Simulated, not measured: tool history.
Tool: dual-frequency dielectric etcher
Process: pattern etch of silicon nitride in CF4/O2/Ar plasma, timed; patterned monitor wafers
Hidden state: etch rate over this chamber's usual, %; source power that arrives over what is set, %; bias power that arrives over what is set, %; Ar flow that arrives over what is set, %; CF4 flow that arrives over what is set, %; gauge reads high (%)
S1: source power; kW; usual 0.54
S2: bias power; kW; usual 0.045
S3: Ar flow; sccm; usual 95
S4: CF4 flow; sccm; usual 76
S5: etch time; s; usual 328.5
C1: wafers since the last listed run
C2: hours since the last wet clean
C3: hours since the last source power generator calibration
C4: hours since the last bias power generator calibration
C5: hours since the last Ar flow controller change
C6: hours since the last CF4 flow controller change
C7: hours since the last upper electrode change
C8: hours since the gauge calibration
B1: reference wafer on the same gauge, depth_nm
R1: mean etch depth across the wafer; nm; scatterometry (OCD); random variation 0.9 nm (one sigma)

run   hour    S1     S2  S3  S4     S5   C1     C2      C3      C4      C5      C6      C7     C8     B1     R1
  1      0  0.54  0.053  95  76  328.5    0  248.5  3476.2  1633.9  1222.8  2708.5    5268   99.1  630.2  621.2
  2   34.6  0.54  0.053  95  76  328.5  190  283.1  3510.8  1668.5  1257.4  2743.1  5302.6  133.7  630.1    623
  3   50.9  0.54  0.053  95  76  328.5   89  299.4  3527.1  1684.8  1273.7  2759.4  5318.9    150  630.4  622.1
  4   86.4  0.54  0.045  95  76  328.5  195  334.9  3562.6  1720.3  1309.2  2794.9  5354.4  185.5  629.9  592.2
  5  113.9  0.54  0.045  95  76  328.5  151  362.4  3590.1  1747.8  1336.7  2822.4  5381.9    213  629.9  592.2
  6  144.4  0.54  0.045  95  76  328.5  168  392.9  3620.6  1778.3  1367.2  2852.9  5412.4  243.5  629.7    593
     219.6  -- source power generator calibrated
     223.8  -- bias power generator calibrated
  7  224.5  0.54  0.045  95  76  328.5  397    473     4.9     0.7  1447.3    2933  5492.5  323.6  629.8  601.6
  8  255.8  0.54  0.045  95  76  328.5  172  504.3    36.2      32  1478.6  2964.3  5523.8  354.9  629.9  601.9
     256.8  -- gauge calibrated
  9  270.1  0.54  0.045  95  76  328.5   78  518.6    50.5    46.3  1492.9  2978.6  5538.1   13.3  630.6    602
 10  291.5  0.54  0.045  95  76  328.5  118    540    71.9    67.7  1514.3    3000  5559.5   34.7  629.7    601
     311.3  -- CF4 flow controller replaced
 11  312.3  0.54  0.045  95  91  328.5   81  560.8    92.7    88.5  1535.1       1  5580.3   55.5  629.9  624.8
     354.5  -- wet clean of the chamber
       367  -- upper electrode replaced
 12  367.5  0.54  0.045  95  76  328.5  103     13   147.9   143.7  1590.3    56.2     0.5  110.7    630  600.3

The next listed run, before its measurement:
 13  369.1  0.54  0.045  95  76  328.5   8  14.6  149.5  145.3  1591.9  57.8  2.1  112.3   ?   ?

Run 13 gave B1 630.2, R1 601.6 nm.
Without the tool's hidden state the same run would have given R1 602.3 nm.
